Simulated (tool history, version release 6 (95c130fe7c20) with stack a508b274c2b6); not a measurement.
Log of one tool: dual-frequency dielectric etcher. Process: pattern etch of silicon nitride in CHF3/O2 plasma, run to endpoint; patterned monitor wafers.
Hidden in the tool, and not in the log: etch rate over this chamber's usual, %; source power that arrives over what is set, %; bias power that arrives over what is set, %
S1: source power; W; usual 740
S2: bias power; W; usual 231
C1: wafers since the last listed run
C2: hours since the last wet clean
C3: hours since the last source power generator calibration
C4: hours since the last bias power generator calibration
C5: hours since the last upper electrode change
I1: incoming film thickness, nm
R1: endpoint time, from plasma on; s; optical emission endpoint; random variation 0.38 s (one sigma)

| run | hour | S1 | S2 | C1 | C2 | C3 | C4 | C5 | I1 | R1 |
|---|---|---|---|---|---|---|---|---|---|---|
| 1 | 0.0 | 680 | 231 | 0 | 160.6 | 4125.2 | 4086.7 | 4149.3 | 104.1 | 58.8 |
| 2 | 7.9 | 740 | 250 | 79 | 168.5 | 4133.1 | 4094.6 | 4157.2 | 104.4 | 54.6 |
| 3 | 17.1 | 740 | 250 | 92 | 177.7 | 4142.3 | 4103.8 | 4166.4 | 103.9 | 54.9 |
| 4 | 27.9 | 740 | 250 | 108 | 188.5 | 4153.1 | 4114.6 | 4177.2 | 105.7 | 55.4 |
| 5 | 39.0 | 740 | 231 | 111 | 199.6 | 4164.2 | 4125.7 | 4188.3 | 105.3 | 56.5 |
| 6 | 47.0 | 740 | 231 | 80 | 207.6 | 4172.2 | 4133.7 | 4196.3 | 104.1 | 56.7 |
| 7 | 56.4 | 600 | 231 | 94 | 217.0 | 4181.6 | 4143.1 | 4205.7 | 105.0 | 63.0 |
| 8 | 69.4 | 600 | 231 | 131 | 230.0 | 4194.6 | 4156.1 | 4218.7 | 105.0 | 61.9 |
| 9 | 82.9 | 600 | 231 | 136 | 243.5 | 4208.1 | 4169.6 | 4232.2 | 104.0 | 61.9 |
| 10 | 90.0 | 740 | 196 | 71 | 250.6 | 4215.2 | 4176.7 | 4239.3 | 104.2 | 60.1 |
| 11 | 113.4 | 740 | 231 | 235 | 274.0 | 4238.6 | 4200.1 | 4262.7 | 104.6 | 56.4 |
|  | 142.5 | upper electrode replaced |
|  | 158.4 | wet clean of the chamber |
| 12 | 158.9 | 640 | 186 | 56 | 0.5 | 4284.1 | 4245.6 | 16.4 | 104.9 | 68.4 |
| 13 | 159.2 | 640 | 186 | 3 | 0.8 | 4284.4 | 4245.9 | 16.7 | 105.4 | 68.6 |
| 14 | 159.5 | 740 | 231 | 3 | 1.1 | 4284.7 | 4246.2 | 17.0 | 104.6 | 57.9 |
| 15 | 159.9 | 740 | 231 | 4 | 1.5 | 4285.1 | 4246.6 | 17.4 | 103.8 | 57.5 |
|  | 168.7 | bias power generator calibrated |
| 16 | 169.2 | 740 | 231 | 53 | 10.8 | 4294.4 | 0.5 | 26.7 | 103.3 | 56.5 |
| 17 | 191.9 | 740 | 231 | 228 | 33.5 | 4317.1 | 23.2 | 49.4 | 105.1 | 57.8 |
| 18 | 205.1 | 740 | 231 | 133 | 46.7 | 4330.3 | 36.4 | 62.6 | 104.6 | 57.3 |
| 19 | 218.6 | 650 | 251 | 136 | 60.2 | 4343.8 | 49.9 | 76.1 | 103.5 | 58.5 |
| 20 | 233.1 | 600 | 231 | 146 | 74.7 | 4358.3 | 64.4 | 90.6 | 105.8 | 63.2 |
| 21 | 241.9 | 740 | 231 | 88 | 83.5 | 4367.1 | 73.2 | 99.4 | 103.7 | 57.0 |
| 22 | 267.2 | 910 | 271 | 255 | 108.8 | 4392.4 | 98.5 | 124.7 | 104.0 | 47.7 |
| 23 | 277.6 | 690 | 266 | 104 | 119.2 | 4402.8 | 108.9 | 135.1 | 105.1 | 55.4 |
| 24 | 284.8 | 560 | 267 | 72 | 126.4 | 4410.0 | 116.1 | 142.3 | 103.9 | 60.5 |
| 25 | 295.2 | 890 | 280 | 104 | 136.8 | 4420.4 | 126.5 | 152.7 | 105.7 | 48.4 |
| 26 | 312.9 | 740 | 231 | 178 | 154.5 | 4438.1 | 144.2 | 170.4 | 104.7 | 56.9 |
| 27 | 319.6 | 740 | 180 | 67 | 161.2 | 4444.8 | 150.9 | 177.1 | 104.2 | 62.0 |
|  | 333.5 | source power generator calibrated |
| 28 | 334.0 | 830 | 211 | 104 | 175.6 | 0.5 | 165.3 | 191.5 | 102.9 | 54.9 |
| 29 | 350.5 | 910 | 271 | 166 | 192.1 | 17.0 | 181.8 | 208.0 | 105.6 | 48.2 |
| 30 | 393.1 | 660 | 263 | 429 | 234.7 | 59.6 | 224.4 | 250.6 | 105.0 | 56.2 |
| 31 | 409.3 | 740 | 231 | 163 | 250.9 | 75.8 | 240.6 | 266.8 | 104.8 | 56.4 |
| 32 | 418.9 | 650 | 262 | 96 | 260.5 | 85.4 | 250.2 | 276.4 | 105.0 | 56.5 |
| 33 | 436.8 | 900 | 191 | 180 | 278.4 | 103.3 | 268.1 | 294.3 | 105.3 | 55.5 |
| 34 | 451.6 | 740 | 231 | 149 | 293.2 | 118.1 | 282.9 | 309.1 | 104.1 | 55.3 |

Forecast run 35:
| 35 | 462.7 | 640 | 211 | 111 | 304.3 | 129.2 | 294.0 | 320.2 | 105.1 | ? |

R1: 62.1 s
Without the tool's hidden state the same run would have given R1 65.3 s.

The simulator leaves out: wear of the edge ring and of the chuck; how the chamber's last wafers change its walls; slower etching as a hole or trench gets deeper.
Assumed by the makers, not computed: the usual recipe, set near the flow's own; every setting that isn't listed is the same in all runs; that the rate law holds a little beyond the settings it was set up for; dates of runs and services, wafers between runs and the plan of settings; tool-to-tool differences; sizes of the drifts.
